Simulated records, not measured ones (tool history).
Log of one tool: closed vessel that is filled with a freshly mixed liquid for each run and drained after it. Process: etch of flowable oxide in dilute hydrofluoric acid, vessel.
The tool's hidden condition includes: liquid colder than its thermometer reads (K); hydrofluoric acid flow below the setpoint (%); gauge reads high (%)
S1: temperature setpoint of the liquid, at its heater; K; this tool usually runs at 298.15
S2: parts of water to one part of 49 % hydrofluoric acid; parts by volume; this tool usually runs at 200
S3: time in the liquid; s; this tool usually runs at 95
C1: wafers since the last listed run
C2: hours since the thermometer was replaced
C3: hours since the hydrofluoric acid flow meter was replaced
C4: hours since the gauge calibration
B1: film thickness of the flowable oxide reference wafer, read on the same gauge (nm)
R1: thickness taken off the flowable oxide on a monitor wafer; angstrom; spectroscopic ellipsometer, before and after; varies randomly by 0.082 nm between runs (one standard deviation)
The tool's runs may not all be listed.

run 1 hour=0.0 | S1=298.15 S2=200 S3=95 | C1=0 C2=1611.9 C3=790.9 C4=62.3 | B1=60.04 | R1=129.7
run 2 hour=17.0 | S1=298.15 S2=200 S3=95 | C1=1895 C2=1628.9 C3=807.9 C4=79.3 | B1=59.98 | R1=128.7
run 3 hour=31.8 | S1=298.15 S2=200 S3=95 | C1=1650 C2=1643.7 C3=822.7 C4=94.1 | B1=59.98 | R1=127.7
run 4 hour=44.9 | S1=298.15 S2=200 S3=95 | C1=1460 C2=1656.8 C3=835.8 C4=107.2 | B1=60.00 | R1=128.7
run 5 hour=59.2 | S1=298.15 S2=200 S3=95 | C1=1594 C2=1671.1 C3=850.1 C4=121.5 | B1=59.98 | R1=126.9
run 6 hour=68.1 | S1=298.15 S2=200 S3=95 | C1=992 C2=1680.0 C3=859.0 C4=130.4 | B1=59.97 | R1=127.6
run 7 hour=78.5 | S1=298.15 S2=200 S3=95 | C1=1159 C2=1690.4 C3=869.4 C4=140.8 | B1=60.03 | R1=126.5
-- hour=86.6 thermometer replaced
run 8 hour=92.7 | S1=300.15 S2=200 S3=70 | C1=1471 C2=6.1 C3=883.6 C4=155.0 | B1=60.02 | R1=100.3
run 9 hour=106.0 | S1=298.15 S2=200 S3=95 | C1=1483 C2=19.4 C3=896.9 C4=168.3 | B1=59.99 | R1=126.6
-- hour=110.8 gauge calibrated
run 10 hour=118.5 | S1=298.15 S2=295 S3=140 | C1=1393 C2=31.9 C3=909.4 C4=7.7 | B1=59.98 | R1=112.9
run 11 hour=133.0 | S1=302.15 S2=155 S3=95 | C1=1616 C2=46.4 C3=923.9 C4=22.2 | B1=59.98 | R1=196.7
run 12 hour=143.7 | S1=295.65 S2=280 S3=95 | C1=1193 C2=57.1 C3=934.6 C4=32.9 | B1=60.00 | R1=75.3
run 13 hour=160.1 | S1=298.15 S2=200 S3=95 | C1=1828 C2=73.5 C3=951.0 C4=49.3 | B1=59.93 | R1=124.8
-- hour=168.8 hydrofluoric acid flow meter replaced
run 14 hour=201.1 | S1=298.15 S2=200 S3=95 | C1=4460 C2=114.5 C3=32.3 C4=90.3 | B1=60.05 | R1=148.8
run 15 hour=231.6 | S1=296.15 S2=115 S3=130 | C1=3400 C2=145.0 C3=62.8 C4=120.8 | B1=59.98 | R1=359.2

Branching from run 15: 4 alternative next runs. What would each branch give?
run A hour=232.3 | S1=298.15 S2=110 S3=95 | C1=78 C2=145.7 C3=63.5 C4=121.5 | B1=? | R1=?
run B hour=232.3 | S1=302.65 S2=240 S3=45 | C1=78 C2=145.7 C3=63.5 C4=121.5 | B1=? | R1=?
run C hour=232.3 | S1=298.15 S2=280 S3=145 | C1=78 C2=145.7 C3=63.5 C4=121.5 | B1=? | R1=?
run D hour=232.3 | S1=298.15 S2=200 S3=60 | C1=78 C2=145.7 C3=63.5 C4=121.5 | B1=? | R1=?

run=A B1=60.02 R1=299.3
run=B B1=60.02 R1=65.4
run=C B1=60.02 R1=148.2
run=D B1=60.02 R1=93.5
Without the tool's hidden state the same runs would have given:
run=A R1=305.3
run=B R1=66.8
run=C R1=151.5
run=D R1=95.5
